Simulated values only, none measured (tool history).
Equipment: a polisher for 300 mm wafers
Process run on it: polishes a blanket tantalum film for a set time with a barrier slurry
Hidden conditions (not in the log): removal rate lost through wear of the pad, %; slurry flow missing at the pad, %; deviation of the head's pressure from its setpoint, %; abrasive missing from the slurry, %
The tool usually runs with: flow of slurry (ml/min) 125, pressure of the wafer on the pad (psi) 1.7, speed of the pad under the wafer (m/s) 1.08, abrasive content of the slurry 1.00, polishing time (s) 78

run,day,flow of slurry (ml/min),pressure of the wafer on the pad (psi),speed of the pad under the wafer (m/s),abrasive content of the slurry,polishing time (s),wafers since the last listed run,wafers polished on this pad,hours since the slurry nozzle was cleaned,hours since the head pressure was calibrated,hours since the slurry blender was calibrated,"incoming thickness of the incoming film, nm",film removed (angstrom)
1,0.000,125,1.7,0.98,0.95,78,0,190,67.9,400.8,87.1,486.7,1029
2,0.708,125,1.7,0.98,0.95,78,133,324,84.9,417.8,104.1,485.6,999
3,1.425,125,1.7,0.98,0.95,78,134,458,102.1,435.0,121.3,482.1,1002
4,2.050,125,1.7,1.08,1.00,78,117,576,117.1,450.0,136.3,487.6,1076
5,2.842,125,1.7,1.08,1.00,78,148,724,136.1,469.0,155.3,480.9,1028
6,3.692,125,1.9,1.08,1.00,78,159,884,156.5,489.4,175.7,482.9,1126
7,4.692,125,1.9,1.08,1.00,78,187,1072,180.5,513.4,199.7,479.5,1088
# day 5.375: slurry nozzle cleaned
8,5.604,155,1.7,1.08,1.00,78,163,1235,5.5,535.3,221.6,479.4,1001
# day 6.088: worn pad replaced by a new one
9,6.996,155,1.7,1.08,1.00,78,230,170,38.9,568.7,255.0,477.5,1122
10,8.246,155,1.7,1.08,1.00,78,234,405,68.9,598.7,285.0,472.9,1094
11,9.046,125,1.7,1.08,1.00,78,150,555,88.1,617.9,304.2,480.1,1006
12,10.238,125,1.7,1.08,1.00,78,223,779,116.7,646.5,332.8,488.0,982
# day 10.354: head pressure recalibrated
# day 10.371: slurry blender recalibrated
13,11.396,125,1.7,1.08,1.00,78,199,978,144.5,25.0,24.6,476.0,1116
14,12.771,145,2.1,1.08,1.00,78,258,1236,177.5,58.0,57.6,472.8,1316
# day 13.104: slurry nozzle cleaned
# day 13.483: worn pad replaced by a new one
15,14.217,115,1.7,1.08,1.00,98,232,137,26.7,92.7,92.3,476.6,1417
16,15.550,95,1.7,1.08,1.00,69,250,388,58.7,124.7,124.3,489.8,888
17,16.783,165,1.7,1.08,1.00,78,231,620,88.3,154.3,153.9,483.2,1102
18,17.483,125,1.3,1.08,1.00,78,131,751,105.1,171.1,170.7,481.9,794
19,18.475,125,1.7,1.08,1.00,78,186,937,128.9,194.9,194.5,480.2,1029
20,19.571,125,1.7,1.08,1.00,95,205,1143,155.2,221.2,220.8,481.0,1199
# day 20.508: worn pad replaced by a new one
21,20.529,125,1.7,0.80,1.30,64,148,3,178.2,244.2,243.8,478.6,813
# day 20.979: slurry nozzle cleaned
22,21.871,125,1.7,1.08,1.00,78,244,247,21.4,276.4,276.0,472.5,1054
23,22.392,125,1.7,0.74,1.00,78,97,345,33.9,288.9,288.5,480.3,832
24,23.471,125,1.7,1.08,1.00,78,202,548,59.8,314.8,314.4,474.4,1027
# day 23.783: slurry blender recalibrated
25,24.833,125,1.7,1.08,1.00,78,240,788,92.5,347.5,25.2,476.9,1110
26,25.562,155,1.7,1.26,1.00,78,136,925,110.0,365.0,42.7,477.7,1235
27,26.179,105,1.1,1.24,0.90,78,115,1041,124.8,379.8,57.5,477.6,672
28,26.988,125,1.7,1.42,1.20,78,151,1193,144.2,399.2,76.9,475.5,1270
# day 27.900: worn pad replaced by a new one
29,27.921,125,1.7,1.08,1.00,104,144,3,166.6,421.6,99.3,473.3,1520

Branching from run 29: 4 alternative next runs. What would each branch give?
A,27.938,125,1.7,1.08,1.00,78,3,7,167.0,422.0,99.7,484.8,?
B,27.938,145,1.7,1.08,1.10,78,3,7,167.0,422.0,99.7,484.8,?
C,27.938,125,1.7,1.30,1.00,57,3,7,167.0,422.0,99.7,484.8,?
D,27.938,155,1.7,0.84,1.00,78,3,7,167.0,422.0,99.7,484.8,?

run,film removed (angstrom)
A,1131
B,1200
C,931
D,1019
With the hidden condition removed and each run's random variation left untouched, the same runs would have given:
run,film removed (angstrom)
A,1221
B,1290
C,1005
D,1099
